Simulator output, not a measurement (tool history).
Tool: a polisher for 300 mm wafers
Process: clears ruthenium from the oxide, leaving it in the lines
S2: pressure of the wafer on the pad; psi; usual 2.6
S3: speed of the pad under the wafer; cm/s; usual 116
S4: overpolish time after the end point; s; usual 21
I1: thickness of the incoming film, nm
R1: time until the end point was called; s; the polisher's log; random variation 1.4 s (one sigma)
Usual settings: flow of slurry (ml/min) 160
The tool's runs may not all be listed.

Run 1, hour 0.0: usual settings; I1 179.3. Result: R1 129.0 s.
Run 2, hour 20.8: usual settings; I1 180.9. Result: R1 137.3 s.
Run 3, hour 36.3: usual settings but flow of slurry (ml/min) 120, S2 3.2 psi; I1 183.1. Result: R1 120.4 s.
At hour 60.7: worn pad replaced by a new one.
Run 4, hour 65.1: usual settings but flow of slurry (ml/min) 120, S2 3.2 psi; I1 180.3. Result: R1 109.5 s.
Run 5, hour 87.9: usual settings; I1 179.8. Result: R1 129.9 s.
Run 6, hour 114.3: usual settings; I1 177.8. Result: R1 133.1 s.
Run 7, hour 140.6: usual settings but S2 3.2 psi; I1 178.3. Result: R1 111.3 s.
Run 8, hour 160.2: usual settings but S2 3.2 psi; I1 177.5. Result: R1 113.4 s.
Run 9, hour 193.5: usual settings but S2 1.9 psi, S3 126 cm/s; I1 180.4. Result: R1 175.2 s.
Run 10, hour 208.9: usual settings but flow of slurry (ml/min) 120, S2 2.2 psi, S3 134 cm/s, S4 30 s; I1 180.9. Result: R1 158.9 s.
At hour 216.1: worn pad replaced by a new one.
Run 11, hour 221.8: usual settings but flow of slurry (ml/min) 130, S2 3.0 psi, S3 132 cm/s, S4 30 s; I1 179.9. Result: R1 106.4 s.
At hour 259.1: slurry nozzle cleaned.
At hour 264.6: head pressure recalibrated.
Run 12, hour 328.1: usual settings but S4 10 s; I1 178.4. Result: R1 130.3 s.
At hour 361.7: worn pad replaced by a new one.
Run 13, hour 362.2: usual settings but S4 16 s; I1 180.6. Result: R1 113.2 s.
Run 14, hour 373.4: usual settings but S3 148 cm/s; I1 183.2. Result: R1 102.1 s.
Run 15, hour 386.4: usual settings but flow of slurry (ml/min) 115, S3 96 cm/s; I1 180.0. Result: R1 147.4 s.
Run 16, hour 419.3: usual settings; I1 181.1. Result: R1 126.1 s.

5 ways to go on from here, each from the tool as it stands after run 16. What would each give?
Run A, hour 419.8: usual settings but S2 3.0 psi; I1 177.5. Result: R1 ?.
Run B, hour 419.8: usual settings but flow of slurry (ml/min) 125, S2 3.1 psi, S3 100 cm/s, S4 28 s; I1 177.5. Result: R1 ?.
Run C, hour 419.8: usual settings but S2 2.9 psi, S3 154 cm/s; I1 177.5. Result: R1 ?.
Run D, hour 419.8: usual settings but flow of slurry (ml/min) 215, S2 2.9 psi, S3 134 cm/s, S4 8 s; I1 177.5. Result: R1 ?.
Run E, hour 419.8: usual settings but S2 1.9 psi, S4 31 s; I1 177.5. Result: R1 ?.

run     R1
  A  109.1
  B  123.1
  C   91.5
  D   97.0
  E  162.1
Without the tool's hidden state the same runs would have given:
run     R1
  A   96.1
  B  108.5
  C   80.5
  D   85.4
  E  142.8
